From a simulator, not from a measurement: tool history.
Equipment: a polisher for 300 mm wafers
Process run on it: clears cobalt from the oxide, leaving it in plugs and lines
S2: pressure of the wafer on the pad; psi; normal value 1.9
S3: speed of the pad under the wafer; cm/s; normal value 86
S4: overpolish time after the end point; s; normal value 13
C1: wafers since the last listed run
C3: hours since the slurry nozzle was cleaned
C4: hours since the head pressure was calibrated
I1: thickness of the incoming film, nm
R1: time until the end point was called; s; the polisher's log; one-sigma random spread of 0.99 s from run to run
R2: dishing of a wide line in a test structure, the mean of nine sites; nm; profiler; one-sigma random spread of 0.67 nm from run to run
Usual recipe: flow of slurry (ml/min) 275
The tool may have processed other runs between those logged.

run 1 day=0 | flow_of_slurry_(ml/min)=275 S2=1.9 S3=68 S4=13 | C1=0 wafers_polished_on_this_pad=1125 C3=335.8 C4=268 | I1=350.5 | R1=101.4 R2=28.5
-- day=1.233 slurry nozzle cleaned
run 2 day=3.783 | flow_of_slurry_(ml/min)=275 S2=1.9 S3=68 S4=13 | C1=782 wafers_polished_on_this_pad=1907 C3=61.2 C4=358.8 | I1=357.2 | R1=101.2 R2=27.8
run 3 day=6.258 | flow_of_slurry_(ml/min)=275 S2=1.9 S3=68 S4=13 | C1=517 wafers_polished_on_this_pad=2424 C3=120.6 C4=418.2 | I1=342.8 | R1=98.8 R2=28.4
run 4 day=10.375 | flow_of_slurry_(ml/min)=275 S2=1.9 S3=86 S4=11 | C1=860 wafers_polished_on_this_pad=3285 C3=219.4 C4=517 | I1=344.4 | R1=78.7 R2=27.9
-- day=12.712 worn pad replaced by a new one
run 5 day=14.4 | flow_of_slurry_(ml/min)=275 S2=1.9 S3=86 S4=11 | C1=806 wafers_polished_on_this_pad=353 C3=316 C4=613.6 | I1=355.4 | R1=77.2 R2=29.7
-- day=16.371 slurry nozzle cleaned
run 6 day=18 | flow_of_slurry_(ml/min)=275 S2=1.9 S3=86 S4=13 | C1=743 wafers_polished_on_this_pad=1097 C3=39.1 C4=700 | I1=356.8 | R1=79.5 R2=32.1
run 7 day=20.962 | flow_of_slurry_(ml/min)=275 S2=1.9 S3=86 S4=13 | C1=619 wafers_polished_on_this_pad=1716 C3=110.2 C4=771.1 | I1=350 | R1=78.7 R2=32.2
run 8 day=25.204 | flow_of_slurry_(ml/min)=275 S2=1.9 S3=86 S4=19 | C1=886 wafers_polished_on_this_pad=2603 C3=212 C4=872.9 | I1=346.4 | R1=77.9 R2=40.3
-- day=28.117 worn pad replaced by a new one
run 9 day=28.138 | flow_of_slurry_(ml/min)=275 S2=1.9 S3=86 S4=19 | C1=578 wafers_polished_on_this_pad=4 C3=282.4 C4=943.3 | I1=352.3 | R1=73.8 R2=39.8
run 10 day=31.542 | flow_of_slurry_(ml/min)=275 S2=1.9 S3=86 S4=13 | C1=711 wafers_polished_on_this_pad=716 C3=364.1 C4=1025 | I1=352.8 | R1=80.2 R2=32.3
-- day=33.362 slurry nozzle cleaned
run 11 day=34.188 | flow_of_slurry_(ml/min)=275 S2=1.9 S3=86 S4=13 | C1=544 wafers_polished_on_this_pad=1260 C3=19.8 C4=1088.5 | I1=345.7 | R1=76.1 R2=32
run 12 day=36.104 | flow_of_slurry_(ml/min)=275 S2=1.9 S3=86 S4=13 | C1=400 wafers_polished_on_this_pad=1661 C3=65.8 C4=1134.5 | I1=354.8 | R1=80.6 R2=31.2
run 13 day=39.846 | flow_of_slurry_(ml/min)=275 S2=1.9 S3=86 S4=13 | C1=782 wafers_polished_on_this_pad=2443 C3=155.6 C4=1224.3 | I1=347.7 | R1=79.3 R2=31.9
-- day=39.929 head pressure recalibrated
run 14 day=42.221 | flow_of_slurry_(ml/min)=230 S2=1.9 S3=112 S4=11 | C1=479 wafers_polished_on_this_pad=2922 C3=212.6 C4=55 | I1=351.4 | R1=62.4 R2=33.4
-- day=43.296 worn pad replaced by a new one
run 15 day=45.017 | flow_of_slurry_(ml/min)=275 S2=1.9 S3=108 S4=17 | C1=549 wafers_polished_on_this_pad=359 C3=279.7 C4=122.1 | I1=350.3 | R1=61.4 R2=42.4
-- day=47.208 slurry nozzle cleaned
run 16 day=48.346 | flow_of_slurry_(ml/min)=275 S2=1.9 S3=86 S4=13 | C1=687 wafers_polished_on_this_pad=1047 C3=27.3 C4=202 | I1=350 | R1=78.1 R2=32
run 17 day=52.496 | flow_of_slurry_(ml/min)=275 S2=1.9 S3=86 S4=13 | C1=867 wafers_polished_on_this_pad=1915 C3=126.9 C4=301.6 | I1=353.4 | R1=80.5 R2=32.5
-- day=60.088 worn pad replaced by a new one
run 18 day=61.242 | flow_of_slurry_(ml/min)=275 S2=1.9 S3=78 S4=17 | C1=1793 wafers_polished_on_this_pad=241 C3=336.8 C4=511.5 | I1=352.1 | R1=84.3 R2=37.5
-- day=61.562 slurry nozzle cleaned
run 19 day=65.5 | flow_of_slurry_(ml/min)=275 S2=1.9 S3=86 S4=13 | C1=881 wafers_polished_on_this_pad=1123 C3=94.5 C4=613.7 | I1=344.5 | R1=76.8 R2=32
run 20 day=69.504 | flow_of_slurry_(ml/min)=300 S2=1.9 S3=58 S4=21 | C1=837 wafers_polished_on_this_pad=1960 C3=190.6 C4=709.8 | I1=348.8 | R1=116.1 R2=33.5
run 21 day=71.162 | flow_of_slurry_(ml/min)=275 S2=1.7 S3=86 S4=13 | C1=346 wafers_polished_on_this_pad=2307 C3=230.4 C4=749.6 | I1=354.1 | R1=86.3 R2=31.6
run 22 day=74.612 | flow_of_slurry_(ml/min)=275 S2=1.9 S3=86 S4=6 | C1=721 wafers_polished_on_this_pad=3028 C3=313.2 C4=832.4 | I1=348 | R1=79.5 R2=18.2
-- day=76.312 worn pad replaced by a new one
run 23 day=76.333 | flow_of_slurry_(ml/min)=275 S2=1.7 S3=58 S4=13 | C1=324 wafers_polished_on_this_pad=4 C3=354.5 C4=873.7 | I1=345.8 | R1=115.9 R2=23.8
-- day=77.833 slurry nozzle cleaned
-- day=78.492 head pressure recalibrated
run 24 day=78.825 | flow_of_slurry_(ml/min)=275 S2=1.9 S3=86 S4=13 | C1=494 wafers_polished_on_this_pad=499 C3=23.8 C4=8 | I1=347.3 | R1=77.3 R2=32.8

Across each entry between runs, compare the hidden state at the last listed run before it with the hidden state at the first listed run after it:
Runs 1 to 2: slurry nozzle cleaned (day 1.233)
  removal rate lost through wear of the pad, %: 4.66 -> 5.95
  measured result minus the result with no hidden state, R1: +4.8 -> +6.1 s; R2: -0.9 -> -1.2 nm
Runs 4 to 5: worn pad replaced by a new one (day 12.712)
  removal rate lost through wear of the pad, %: 6.83 -> 2.27
  measured result minus the result with no hidden state, R1: +5.3 -> +1.7 s; R2: -1.3 -> -0.4 nm
Runs 5 to 6: slurry nozzle cleaned (day 16.371)
  removal rate lost through wear of the pad, %: 2.27 -> 4.78
  measured result minus the result with no hidden state, R1: +1.7 -> +3.8 s; R2: -0.4 -> -0.9 nm
Runs 8 to 9: worn pad replaced by a new one (day 28.117)
  removal rate lost through wear of the pad, %: 6.69 -> 0.609
  measured result minus the result with no hidden state, R1: +5.3 -> +0.5 s; R2: -1.3 -> -0.1 nm
Runs 10 to 11: slurry nozzle cleaned (day 33.362)
  removal rate lost through wear of the pad, %: 3.94 -> 5.38
  measured result minus the result with no hidden state, R1: +3.2 -> +4.1 s; R2: -0.8 -> -1.1 nm
Runs 13 to 14: head pressure recalibrated (day 39.929)
  removal rate lost through wear of the pad, %: 6.83 -> 7.11
  measured result minus the result with no hidden state, R1: +5.4 -> +4.5 s; R2: -1.4 -> -1.5 nm
Runs 14 to 15: worn pad replaced by a new one (day 43.296)
  removal rate lost through wear of the pad, %: 7.11 -> 3.19
  measured result minus the result with no hidden state, R1: +4.5 -> +2 s; R2: -1.5 -> -0.5 nm
Runs 15 to 16: slurry nozzle cleaned (day 47.208)
  removal rate lost through wear of the pad, %: 3.19 -> 5.56
  measured result minus the result with no hidden state, R1: +2 -> +4.4 s; R2: -0.5 -> -1.1 nm
Runs 17 to 18: worn pad replaced by a new one (day 60.088)
  removal rate lost through wear of the pad, %: 7.03 -> 1.5
  measured result minus the result with no hidden state, R1: +5.7 -> +1.3 s; R2: -1.5 -> -0.3 nm
Runs 18 to 19: slurry nozzle cleaned (day 61.562)
  removal rate lost through wear of the pad, %: 1.5 -> 4.62
  measured result minus the result with no hidden state, R1: +1.3 -> +3.6 s; R2: -0.3 -> -0.9 nm
Runs 22 to 23: worn pad replaced by a new one (day 76.312)
  removal rate lost through wear of the pad, %: 6.68 -> 1.27
  measured result minus the result with no hidden state, R1: +5.3 -> +1.5 s; R2: -1.1 -> -0.2 nm
Runs 23 to 24: slurry nozzle cleaned (day 77.833); head pressure recalibrated (day 78.492)
  removal rate lost through wear of the pad, %: 1.27 -> 3.9
  measured result minus the result with no hidden state, R1: +1.5 -> +3 s; R2: -0.2 -> -0.8 nm

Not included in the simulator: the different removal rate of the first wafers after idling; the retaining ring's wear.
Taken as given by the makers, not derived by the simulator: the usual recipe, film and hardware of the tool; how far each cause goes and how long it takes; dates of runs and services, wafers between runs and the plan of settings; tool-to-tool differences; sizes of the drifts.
